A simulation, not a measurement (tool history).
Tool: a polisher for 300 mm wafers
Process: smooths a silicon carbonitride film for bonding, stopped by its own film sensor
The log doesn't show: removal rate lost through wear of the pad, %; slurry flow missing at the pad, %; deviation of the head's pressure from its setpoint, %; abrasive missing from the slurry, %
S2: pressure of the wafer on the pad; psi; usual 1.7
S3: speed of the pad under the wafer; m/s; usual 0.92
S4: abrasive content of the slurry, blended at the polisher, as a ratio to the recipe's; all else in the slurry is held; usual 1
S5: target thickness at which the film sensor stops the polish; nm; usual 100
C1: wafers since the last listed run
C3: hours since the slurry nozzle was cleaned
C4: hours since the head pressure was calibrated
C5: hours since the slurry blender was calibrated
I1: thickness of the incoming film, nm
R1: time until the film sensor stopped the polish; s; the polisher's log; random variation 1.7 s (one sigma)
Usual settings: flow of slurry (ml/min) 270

{"run": 1, "day": 0.0, "flow of slurry (ml/min)": 270, "S2": 1.7, "S3": 0.92, "S4": 1, "S5": 100, "C1": 0, "wafers polished on this pad": 1027, "C3": 377.6, "C4": 746.1, "C5": 238.9, "I1": 119.4, "R1": 97.2}
{"day": 1.058, "done": "slurry nozzle cleaned"}
{"run": 2, "day": 2.108, "flow of slurry (ml/min)": 270, "S2": 1.7, "S3": 0.92, "S4": 1, "S5": 100, "C1": 491, "wafers polished on this pad": 1518, "C3": 25.2, "C4": 796.7, "C5": 289.5, "I1": 120.3, "R1": 103.2}
{"run": 3, "day": 5.217, "flow of slurry (ml/min)": 270, "S2": 1.7, "S3": 0.92, "S4": 1, "S5": 100, "C1": 738, "wafers polished on this pad": 2256, "C3": 99.8, "C4": 871.3, "C5": 364.1, "I1": 120.6, "R1": 105.9}
{"day": 8.621, "done": "slurry blender recalibrated"}
{"run": 4, "day": 8.658, "flow of slurry (ml/min)": 270, "S2": 1.7, "S3": 0.92, "S4": 1, "S5": 100, "C1": 797, "wafers polished on this pad": 3054, "C3": 182.4, "C4": 953.9, "C5": 0.9, "I1": 119.1, "R1": 104.2}
{"run": 5, "day": 10.867, "flow of slurry (ml/min)": 270, "S2": 1.7, "S3": 0.92, "S4": 1, "S5": 100, "C1": 524, "wafers polished on this pad": 3579, "C3": 235.4, "C4": 1006.9, "C5": 53.9, "I1": 121.4, "R1": 116.1}
{"day": 11.571, "done": "worn pad replaced by a new one"}
{"run": 6, "day": 13.508, "flow of slurry (ml/min)": 290, "S2": 1.7, "S3": 0.92, "S4": 1, "S5": 100, "C1": 588, "wafers polished on this pad": 459, "C3": 298.8, "C4": 1070.3, "C5": 117.3, "I1": 119, "R1": 94.9}
{"run": 7, "day": 15.146, "flow of slurry (ml/min)": 290, "S2": 1.7, "S3": 0.92, "S4": 1, "S5": 100, "C1": 389, "wafers polished on this pad": 848, "C3": 338.1, "C4": 1109.6, "C5": 156.6, "I1": 120.7, "R1": 103.7}
{"run": 8, "day": 16.696, "flow of slurry (ml/min)": 270, "S2": 1.7, "S3": 0.92, "S4": 1, "S5": 100, "C1": 368, "wafers polished on this pad": 1217, "C3": 375.3, "C4": 1146.8, "C5": 193.8, "I1": 118.1, "R1": 92.1}
{"day": 17.571, "done": "slurry nozzle cleaned"}
{"run": 9, "day": 19.604, "flow of slurry (ml/min)": 270, "S2": 1.7, "S3": 0.92, "S4": 1, "S5": 100, "C1": 681, "wafers polished on this pad": 1898, "C3": 48.8, "C4": 1216.6, "C5": 263.6, "I1": 120.2, "R1": 105.7}
{"run": 10, "day": 23.796, "flow of slurry (ml/min)": 270, "S2": 1.7, "S3": 0.92, "S4": 1, "S5": 100, "C1": 995, "wafers polished on this pad": 2894, "C3": 149.4, "C4": 1317.2, "C5": 364.2, "I1": 120.5, "R1": 109.7}
{"day": 24.983, "done": "slurry blender recalibrated"}
{"day": 25.558, "done": "head pressure recalibrated"}
{"run": 11, "day": 26.625, "flow of slurry (ml/min)": 270, "S2": 1.7, "S3": 0.68, "S4": 1, "S5": 100, "C1": 632, "wafers polished on this pad": 3526, "C3": 217.3, "C4": 25.6, "C5": 39.4, "I1": 119.9, "R1": 140.3}
{"day": 27.221, "done": "worn pad replaced by a new one, of another model than before"}
{"run": 12, "day": 30.388, "flow of slurry (ml/min)": 270, "S2": 1.7, "S3": 0.92, "S4": 1, "S5": 100, "C1": 854, "wafers polished on this pad": 752, "C3": 307.6, "C4": 115.9, "C5": 129.7, "I1": 120.4, "R1": 99}
{"day": 32.129, "done": "slurry nozzle cleaned"}
{"run": 13, "day": 33.804, "flow of slurry (ml/min)": 270, "S2": 1.7, "S3": 0.92, "S4": 1, "S5": 100, "C1": 801, "wafers polished on this pad": 1554, "C3": 40.2, "C4": 197.9, "C5": 211.7, "I1": 120.6, "R1": 105.4}
{"run": 14, "day": 36.242, "flow of slurry (ml/min)": 270, "S2": 1.7, "S3": 0.92, "S4": 1, "S5": 100, "C1": 579, "wafers polished on this pad": 2133, "C3": 98.7, "C4": 256.4, "C5": 270.2, "I1": 121.4, "R1": 109.7}
{"run": 15, "day": 40.308, "flow of slurry (ml/min)": 210, "S2": 1.3, "S3": 0.92, "S4": 1, "S5": 100, "C1": 966, "wafers polished on this pad": 3099, "C3": 196.3, "C4": 354, "C5": 367.8, "I1": 119.1, "R1": 131.4}
{"day": 41.846, "done": "slurry blender recalibrated"}
{"run": 16, "day": 42.012, "flow of slurry (ml/min)": 270, "S2": 1.7, "S3": 1.12, "S4": 1, "S5": 94, "C1": 385, "wafers polished on this pad": 3484, "C3": 237.2, "C4": 394.9, "C5": 4, "I1": 119.8, "R1": 125.7}
{"day": 43.104, "done": "worn pad replaced by a new one"}
{"run": 17, "day": 46.233, "flow of slurry (ml/min)": 270, "S2": 1.7, "S3": 0.92, "S4": 1, "S5": 102, "C1": 963, "wafers polished on this pad": 743, "C3": 338.5, "C4": 496.2, "C5": 105.3, "I1": 117.3, "R1": 74.8}
{"day": 47.633, "done": "slurry nozzle cleaned"}
{"run": 18, "day": 48.479, "flow of slurry (ml/min)": 270, "S2": 1.7, "S3": 0.92, "S4": 1, "S5": 100, "C1": 523, "wafers polished on this pad": 1267, "C3": 20.3, "C4": 550.1, "C5": 159.2, "I1": 119.8, "R1": 102.2}
{"run": 19, "day": 52.433, "flow of slurry (ml/min)": 270, "S2": 1.7, "S3": 0.92, "S4": 1, "S5": 100, "C1": 939, "wafers polished on this pad": 2206, "C3": 115.2, "C4": 645, "C5": 254.1, "I1": 118.7, "R1": 93.3}
{"run": 20, "day": 54.75, "flow of slurry (ml/min)": 305, "S2": 1.9, "S3": 0.92, "S4": 0.9, "S5": 100, "C1": 550, "wafers polished on this pad": 2756, "C3": 170.8, "C4": 700.6, "C5": 309.7, "I1": 118.9, "R1": 99.9}
{"day": 56.329, "done": "slurry blender recalibrated"}
{"day": 57.212, "done": "worn pad replaced by a new one"}
{"run": 21, "day": 58.342, "flow of slurry (ml/min)": 270, "S2": 1.7, "S3": 0.62, "S4": 1, "S5": 105, "C1": 793, "wafers polished on this pad": 267, "C3": 257, "C4": 786.8, "C5": 48.3, "I1": 120.1, "R1": 92.8}
{"day": 61.767, "done": "slurry nozzle cleaned"}
{"run": 22, "day": 62.162, "flow of slurry (ml/min)": 320, "S2": 1.7, "S3": 0.8, "S4": 0.8, "S5": 100, "C1": 897, "wafers polished on this pad": 1165, "C3": 9.5, "C4": 878.5, "C5": 140, "I1": 119.9, "R1": 123.1}
{"run": 23, "day": 66.208, "flow of slurry (ml/min)": 315, "S2": 1.3, "S3": 0.92, "S4": 1, "S5": 100, "C1": 961, "wafers polished on this pad": 2126, "C3": 106.6, "C4": 975.6, "C5": 237.1, "I1": 118.7, "R1": 109.3}
{"run": 24, "day": 69.538, "flow of slurry (ml/min)": 225, "S2": 1.7, "S3": 0.92, "S4": 1, "S5": 102, "C1": 790, "wafers polished on this pad": 2917, "C3": 186.5, "C4": 1055.5, "C5": 317, "I1": 121, "R1": 101.8}
{"run": 25, "day": 72.979, "flow of slurry (ml/min)": 270, "S2": 1.7, "S3": 0.92, "S4": 1, "S5": 100, "C1": 817, "wafers polished on this pad": 3735, "C3": 269.1, "C4": 1138.1, "C5": 399.6, "I1": 121.2, "R1": 115.1}
{"day": 74.121, "done": "slurry blender recalibrated"}
{"day": 75.608, "done": "worn pad replaced by a new one"}
{"run": 26, "day": 76.025, "flow of slurry (ml/min)": 270, "S2": 1.7, "S3": 0.92, "S4": 1, "S5": 103, "C1": 664, "wafers polished on this pad": 98, "C3": 342.2, "C4": 1211.2, "C5": 45.7, "I1": 117.6, "R1": 74.7}
{"day": 80.104, "done": "slurry nozzle cleaned"}
{"run": 27, "day": 80.188, "flow of slurry (ml/min)": 270, "S2": 2, "S3": 0.92, "S4": 1, "S5": 100, "C1": 979, "wafers polished on this pad": 1077, "C3": 2, "C4": 1311.1, "C5": 145.6, "I1": 121.5, "R1": 94.2}
{"run": 28, "day": 81.938, "flow of slurry (ml/min)": 270, "S2": 1.7, "S3": 0.92, "S4": 0.85, "S5": 97, "C1": 415, "wafers polished on this pad": 1493, "C3": 44, "C4": 1353.1, "C5": 187.6, "I1": 119.4, "R1": 123}

3 ways to go on from here, each from the tool as it stands after run 28. What would each give?
{"run": "A", "day": 81.958, "flow of slurry (ml/min)": 270, "S2": 1.7, "S3": 0.92, "S4": 1, "S5": 100, "C1": 4, "wafers polished on this pad": 1498, "C3": 44.5, "C4": 1353.6, "C5": 188.1, "I1": 120.5, "R1": "?"}
{"run": "B", "day": 81.958, "flow of slurry (ml/min)": 225, "S2": 2.1, "S3": 0.7, "S4": 0.8, "S5": 100, "C1": 4, "wafers polished on this pad": 1498, "C3": 44.5, "C4": 1353.6, "C5": 188.1, "I1": 120.5, "R1": "?"}
{"run": "C", "day": 81.958, "flow of slurry (ml/min)": 270, "S2": 1.4, "S3": 0.92, "S4": 1, "S5": 100, "C1": 4, "wafers polished on this pad": 1498, "C3": 44.5, "C4": 1353.6, "C5": 188.1, "I1": 120.5, "R1": "?"}

run=A R1=100.8
run=B R1=121.4
run=C R1=114.3
Without the tool's hidden state the same runs would have given:
run=A R1=98.2
run=B R1=118.4
run=C R1=111.4

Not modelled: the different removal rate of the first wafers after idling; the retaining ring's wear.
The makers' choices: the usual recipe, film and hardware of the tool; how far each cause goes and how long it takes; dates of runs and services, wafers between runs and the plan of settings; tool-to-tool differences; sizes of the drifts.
